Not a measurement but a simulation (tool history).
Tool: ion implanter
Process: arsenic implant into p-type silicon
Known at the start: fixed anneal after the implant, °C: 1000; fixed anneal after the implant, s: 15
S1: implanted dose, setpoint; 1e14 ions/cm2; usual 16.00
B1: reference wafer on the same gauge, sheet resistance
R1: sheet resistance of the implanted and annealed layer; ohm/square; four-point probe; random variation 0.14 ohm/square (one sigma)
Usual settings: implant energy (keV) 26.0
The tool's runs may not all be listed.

{"run": 1, "hour": 0.0, "S1": 16.0, "implant energy (keV)": 26.0, "B1": 103.73, "R1": 93.89}
{"run": 2, "hour": 66.0, "S1": 16.0, "implant energy (keV)": 26.0, "B1": 103.66, "R1": 93.92}
{"run": 3, "hour": 102.4, "S1": 17.93, "implant energy (keV)": 26.0, "B1": 103.72, "R1": 91.37}
{"run": 4, "hour": 131.1, "S1": 17.93, "implant energy (keV)": 26.0, "B1": 103.69, "R1": 91.54}
{"run": 5, "hour": 187.0, "S1": 17.93, "implant energy (keV)": 26.0, "B1": 103.73, "R1": 91.34}
{"run": 6, "hour": 217.8, "S1": 12.3, "implant energy (keV)": 26.0, "B1": 103.63, "R1": 103.23}
{"run": 7, "hour": 273.3, "S1": 12.3, "implant energy (keV)": 26.0, "B1": 103.71, "R1": 103.25}
{"run": 8, "hour": 341.2, "S1": 12.3, "implant energy (keV)": 26.0, "B1": 103.63, "R1": 103.14}
{"run": 9, "hour": 537.9, "S1": 16.0, "implant energy (keV)": 26.0, "B1": 103.61, "R1": 93.96}
{"run": 10, "hour": 576.4, "S1": 16.0, "implant energy (keV)": 26.0, "B1": 103.7, "R1": 94.15}
{"hour": 618.9, "done": "Faraday cup replaced and dose calibrated"}
{"run": 11, "hour": 649.9, "S1": 16.0, "implant energy (keV)": 26.0, "B1": 103.6, "R1": 93.33}
{"run": 12, "hour": 716.4, "S1": 14.7, "implant energy (keV)": 26.0, "B1": 103.72, "R1": 95.57}
{"run": 13, "hour": 741.3, "S1": 16.0, "implant energy (keV)": 26.0, "B1": 103.73, "R1": 93.46}
{"run": 14, "hour": 788.5, "S1": 16.0, "implant energy (keV)": 26.0, "B1": 103.65, "R1": 93.55}
{"run": 15, "hour": 826.4, "S1": 16.0, "implant energy (keV)": 26.0, "B1": 103.73, "R1": 93.48}
{"hour": 857.5, "done": "extraction supply calibrated"}
{"run": 16, "hour": 870.5, "S1": 16.0, "implant energy (keV)": 26.0, "B1": 103.73, "R1": 93.59}
{"run": 17, "hour": 907.3, "S1": 16.0, "implant energy (keV)": 26.0, "B1": 103.62, "R1": 93.71}
{"run": 18, "hour": 941.1, "S1": 20.77, "implant energy (keV)": 28.5, "B1": 103.67, "R1": 85.04}
{"run": 19, "hour": 973.9, "S1": 18.04, "implant energy (keV)": 26.0, "B1": 103.73, "R1": 91.09}
{"hour": 1029.2, "done": "gauge calibrated"}
{"run": 20, "hour": 1036.8, "S1": 12.26, "implant energy (keV)": 19.0, "B1": 103.68, "R1": 114.78}
{"run": 21, "hour": 1106.5, "S1": 17.63, "implant energy (keV)": 22.0, "B1": 103.78, "R1": 98.13}
{"run": 22, "hour": 1152.9, "S1": 16.0, "implant energy (keV)": 26.0, "B1": 103.72, "R1": 94.06}
{"run": 23, "hour": 1182.8, "S1": 16.0, "implant energy (keV)": 26.0, "B1": 103.64, "R1": 94.09}
{"run": 24, "hour": 1238.2, "S1": 17.39, "implant energy (keV)": 26.0, "B1": 103.67, "R1": 92.13}
{"run": 25, "hour": 1282.2, "S1": 12.46, "implant energy (keV)": 26.0, "B1": 103.75, "R1": 102.8}
{"run": 26, "hour": 1331.7, "S1": 16.0, "implant energy (keV)": 20.5, "B1": 103.72, "R1": 103.35}
{"run": 27, "hour": 1389.1, "S1": 16.0, "implant energy (keV)": 26.0, "B1": 103.74, "R1": 93.99}
{"run": 28, "hour": 1417.4, "S1": 18.39, "implant energy (keV)": 23.0, "B1": 103.79, "R1": 95.47}
{"run": 29, "hour": 1476.3, "S1": 12.32, "implant energy (keV)": 19.0, "B1": 103.68, "R1": 114.96}
{"run": 30, "hour": 1524.0, "S1": 12.3, "implant energy (keV)": 26.0, "B1": 103.72, "R1": 103.54}
{"run": 31, "hour": 1593.2, "S1": 13.13, "implant energy (keV)": 20.5, "B1": 103.71, "R1": 109.64}
{"hour": 1615.1, "done": "Faraday cup replaced and dose calibrated"}
{"run": 32, "hour": 1657.2, "S1": 18.01, "implant energy (keV)": 30.5, "B1": 103.7, "R1": 84.78}
{"run": 33, "hour": 1687.6, "S1": 19.11, "implant energy (keV)": 18.0, "B1": 103.77, "R1": 104.06}
{"run": 34, "hour": 1715.6, "S1": 12.29, "implant energy (keV)": 18.0, "B1": 103.79, "R1": 115.99}
{"run": 35, "hour": 1744.0, "S1": 16.0, "implant energy (keV)": 26.0, "B1": 103.69, "R1": 93.27}

Measured less the same run without the tool's hidden state. The same run-to-run variation is in both; the gauge's scatter may not be:
The hidden state here: deviation of the true dose from the Faraday cup's reading, %; deviation of the true energy from its setpoint, %; gauge reads high (%).
run=1 R1=+0.76
run=2 R1=+0.81
run=3 R1=+0.65
run=4 R1=+0.66
run=5 R1=+0.68
run=6 R1=+1.52
run=7 R1=+1.55
run=8 R1=+1.59
run=9 R1=+0.95
run=10 R1=+0.96
run=11 R1=+0.14
run=12 R1=+0.35
run=13 R1=+0.35
run=14 R1=+0.44
run=15 R1=+0.50
run=16 R1=+0.57
run=17 R1=+0.63
run=18 R1=+0.40
run=19 R1=+0.55
run=20 R1=+1.27
run=21 R1=+0.65
run=22 R1=+0.86
run=23 R1=+0.89
run=24 R1=+0.77
run=25 R1=+1.60
run=26 R1=+0.93
run=27 R1=+0.98
run=28 R1=+0.72
run=29 R1=+1.66
run=30 R1=+1.80
run=31 R1=+1.52
run=32 R1=+0.06
run=33 R1=+0.10
run=34 R1=+0.33
run=35 R1=+0.26

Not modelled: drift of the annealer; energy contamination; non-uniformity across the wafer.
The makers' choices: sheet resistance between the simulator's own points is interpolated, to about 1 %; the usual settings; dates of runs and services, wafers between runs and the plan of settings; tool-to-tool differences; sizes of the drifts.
